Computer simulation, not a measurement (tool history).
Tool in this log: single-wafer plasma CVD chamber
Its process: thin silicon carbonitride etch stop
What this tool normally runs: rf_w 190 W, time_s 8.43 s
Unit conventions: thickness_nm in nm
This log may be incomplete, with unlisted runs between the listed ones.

run	hour	rf_w	time_s	read-back reference wafer on the same gauge, thickness_nm	thickness_nm
1	0.0	175	8.43	5.469	5.080
2	15.8	190	8.85	5.473	5.452
3	31.5	190	8.85	5.470	5.471
# hour 36.5: gauge calibrated
4	46.8	190	8.85	5.469	5.472
5	64.8	190	8.43	5.470	5.196
6	80.0	190	8.43	5.471	5.192
7	91.4	190	8.43	5.471	5.195
8	101.4	190	8.43	5.469	5.203
# hour 117.0: thermocouple changed; heater temperature recalibrated
9	117.5	190	8.43	5.468	5.187
10	125.0	190	8.43	5.468	5.187
11	134.6	215	8.00	5.467	5.118
12	148.0	215	7.34	5.469	4.694
13	156.3	190	8.43	5.471	5.182
14	165.1	205	8.43	5.467	5.306
# hour 179.3: gauge calibrated
# hour 188.4: showerhead replaced
# hour 192.4: RF generator calibrated
15	192.9	200	9.32	5.470	5.927
16	193.2	215	9.26	5.471	6.027
17	208.4	190	7.61	5.470	4.764
18	216.7	180	6.77	5.471	4.158
19	231.6	190	9.62	5.472	6.025
20	248.4	190	8.43	5.470	5.290
21	261.7	190	6.93	5.470	4.338

Exercise: give the hidden state of the tool at every run:
wafer temperature above the value expected at the setpoint (K): 0, the same for each run
gauge reads high (%): 0, the same for each run
H1: delivered RF power above the setpoint (%)
run	H1
1	-5.37
2	-5.54
3	-5.71
4	-5.88
5	-6.08
6	-6.25
7	-6.38
8	-6.5
9	-6.69
10	-6.77
11	-6.89
12	-7.05
13	-7.16
14	-7.26
15	-1.43
16	-1.43
17	-1.43
18	-1.43
19	-1.44
20	-1.45
21	-1.46
